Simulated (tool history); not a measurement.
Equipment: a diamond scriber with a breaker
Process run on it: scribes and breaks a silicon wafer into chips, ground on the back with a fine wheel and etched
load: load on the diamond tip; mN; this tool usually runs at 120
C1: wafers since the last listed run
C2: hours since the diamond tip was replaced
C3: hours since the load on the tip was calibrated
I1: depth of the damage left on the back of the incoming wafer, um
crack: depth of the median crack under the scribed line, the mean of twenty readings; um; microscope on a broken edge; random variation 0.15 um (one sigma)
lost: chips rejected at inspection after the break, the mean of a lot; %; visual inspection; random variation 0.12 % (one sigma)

run 1 hour=0.0 | load=107 | C1=0 C2=215.5 C3=846.3 | I1=0.53 | crack=6.93 lost=5.23
-- hour=37.1 load on the tip recalibrated
run 2 hour=87.2 | load=107 | C1=174 C2=302.7 C3=50.1 | I1=0.52 | crack=6.92 lost=5.28
run 3 hour=185.1 | load=120 | C1=201 C2=400.6 C3=148.0 | I1=0.64 | crack=7.64 lost=2.24
run 4 hour=248.4 | load=120 | C1=130 C2=463.9 C3=211.3 | I1=0.67 | crack=7.75 lost=2.38
run 5 hour=312.0 | load=120 | C1=130 C2=527.5 C3=274.9 | I1=0.42 | crack=7.62 lost=2.66
run 6 hour=401.0 | load=146 | C1=182 C2=616.5 C3=363.9 | I1=0.63 | crack=8.62 lost=3.10
-- hour=488.2 diamond tip replaced by a new one
run 7 hour=505.6 | load=120 | C1=210 C2=17.4 C3=468.5 | I1=0.73 | crack=7.56 lost=2.07
run 8 hour=584.2 | load=136 | C1=161 C2=96.0 C3=547.1 | I1=0.36 | crack=8.71 lost=3.52
run 9 hour=628.7 | load=136 | C1=91 C2=140.5 C3=591.6 | I1=0.70 | crack=8.78 lost=4.00
run 10 hour=722.4 | load=136 | C1=192 C2=234.2 C3=685.3 | I1=0.43 | crack=8.58 lost=3.48
run 11 hour=817.9 | load=104 | C1=196 C2=329.7 C3=780.8 | I1=0.68 | crack=6.70 lost=6.74
-- hour=846.6 load on the tip recalibrated
run 12 hour=902.7 | load=110 | C1=170 C2=414.5 C3=56.1 | I1=0.78 | crack=7.14 lost=4.57
run 13 hour=950.5 | load=120 | C1=98 C2=462.3 C3=103.9 | I1=0.55 | crack=7.88 lost=2.12
run 14 hour=1048.8 | load=120 | C1=201 C2=560.6 C3=202.2 | I1=0.56 | crack=7.34 lost=2.87
run 15 hour=1134.5 | load=120 | C1=176 C2=646.3 C3=287.9 | I1=0.49 | crack=7.46 lost=3.02
run 16 hour=1241.7 | load=120 | C1=220 C2=753.5 C3=395.1 | I1=0.55 | crack=7.19 lost=3.73
-- hour=1269.1 diamond tip replaced by a new one
run 17 hour=1312.2 | load=96 | C1=140 C2=43.1 C3=465.6 | I1=0.50 | crack=6.22 lost=10.02
run 18 hour=1387.7 | load=96 | C1=155 C2=118.6 C3=541.1 | I1=0.39 | crack=6.18 lost=10.38
run 19 hour=1444.8 | load=145 | C1=117 C2=175.7 C3=598.2 | I1=0.36 | crack=9.26 lost=6.29
run 20 hour=1481.3 | load=145 | C1=74 C2=212.2 C3=634.7 | I1=0.61 | crack=9.19 lost=6.29
run 21 hour=1550.4 | load=89 | C1=141 C2=281.3 C3=703.8 | I1=0.40 | crack=5.62 lost=19.17
run 22 hour=1594.3 | load=120 | C1=90 C2=325.2 C3=747.7 | I1=0.59 | crack=7.80 lost=2.11
-- hour=1651.4 load on the tip recalibrated
run 23 hour=1653.2 | load=138 | C1=116 C2=384.1 C3=1.8 | I1=0.70 | crack=8.81 lost=3.65
run 24 hour=1714.7 | load=120 | C1=126 C2=445.6 C3=63.3 | I1=0.42 | crack=7.62 lost=2.25
run 25 hour=1764.5 | load=99 | C1=102 C2=495.4 C3=113.1 | I1=0.31 | crack=6.33 lost=10.92
run 26 hour=1853.5 | load=100 | C1=182 C2=584.4 C3=202.1 | I1=0.61 | crack=6.27 lost=11.71
run 27 hour=1949.0 | load=120 | C1=196 C2=679.9 C3=297.6 | I1=0.60 | crack=7.43 lost=3.09
-- hour=2014.5 diamond tip replaced by a new one
run 28 hour=2042.0 | load=120 | C1=186 C2=27.5 C3=390.6 | I1=0.58 | crack=7.77 lost=2.03
run 29 hour=2141.0 | load=149 | C1=203 C2=126.5 C3=489.6 | I1=0.75 | crack=9.50 lost=8.33
run 30 hour=2415.4 | load=106 | C1=563 C2=400.9 C3=764.0 | I1=0.32 | crack=7.05 lost=6.25
-- hour=2508.1 load on the tip recalibrated
run 31 hour=2508.7 | load=84 | C1=187 C2=494.2 C3=0.6 | I1=0.67 | crack=5.39 lost=27.41
run 32 hour=2667.9 | load=102 | C1=326 C2=653.4 C3=159.8 | I1=0.36 | crack=6.10 lost=10.44
-- hour=2699.1 diamond tip replaced by a new one
run 33 hour=2750.4 | load=155 | C1=165 C2=51.3 C3=242.3 | I1=0.59 | crack=10.08 lost=10.05
run 34 hour=2827.2 | load=133 | C1=157 C2=128.1 C3=319.1 | I1=0.72 | crack=8.58 lost=3.30
run 35 hour=2887.2 | load=101 | C1=123 C2=188.1 C3=379.1 | I1=0.53 | crack=6.67 lost=6.85
run 36 hour=2961.2 | load=120 | C1=151 C2=262.1 C3=453.1 | I1=0.76 | crack=7.85 lost=2.14
run 37 hour=3022.4 | load=87 | C1=125 C2=323.3 C3=514.3 | I1=0.41 | crack=5.64 lost=19.94
run 38 hour=3117.3 | load=86 | C1=194 C2=418.2 C3=609.2 | I1=0.45 | crack=5.54 lost=21.97
run 39 hour=3224.7 | load=120 | C1=220 C2=525.6 C3=716.6 | I1=0.32 | crack=7.23 lost=2.57
run 40 hour=3326.5 | load=105 | C1=209 C2=627.4 C3=818.4 | I1=0.53 | crack=6.52 lost=8.35
-- hour=3366.3 diamond tip replaced by a new one
run 41 hour=3380.6 | load=98 | C1=107 C2=14.3 C3=872.5 | I1=0.59 | crack=6.46 lost=8.35
-- hour=3410.7 load on the tip recalibrated
run 42 hour=3455.2 | load=120 | C1=149 C2=88.9 C3=44.5 | I1=0.66 | crack=7.70 lost=1.86

3 ways to go on from here, each from the tool as it stands after run 42. What would each give?
run A hour=3455.8 | load=156 | C1=1 C2=89.5 C3=45.1 | I1=0.79 | crack=? lost=?
run B hour=3455.8 | load=132 | C1=1 C2=89.5 C3=45.1 | I1=0.79 | crack=? lost=?
run C hour=3455.8 | load=152 | C1=1 C2=89.5 C3=45.1 | I1=0.79 | crack=? lost=?

run=A crack=9.89 lost=10.68
run=B crack=8.55 lost=3.16
run=C crack=9.67 lost=9.14
Had the tool no hidden state, the same runs would have come out as:
run=A crack=9.91 lost=10.85
run=B crack=8.57 lost=3.23
run=C crack=9.69 lost=9.29

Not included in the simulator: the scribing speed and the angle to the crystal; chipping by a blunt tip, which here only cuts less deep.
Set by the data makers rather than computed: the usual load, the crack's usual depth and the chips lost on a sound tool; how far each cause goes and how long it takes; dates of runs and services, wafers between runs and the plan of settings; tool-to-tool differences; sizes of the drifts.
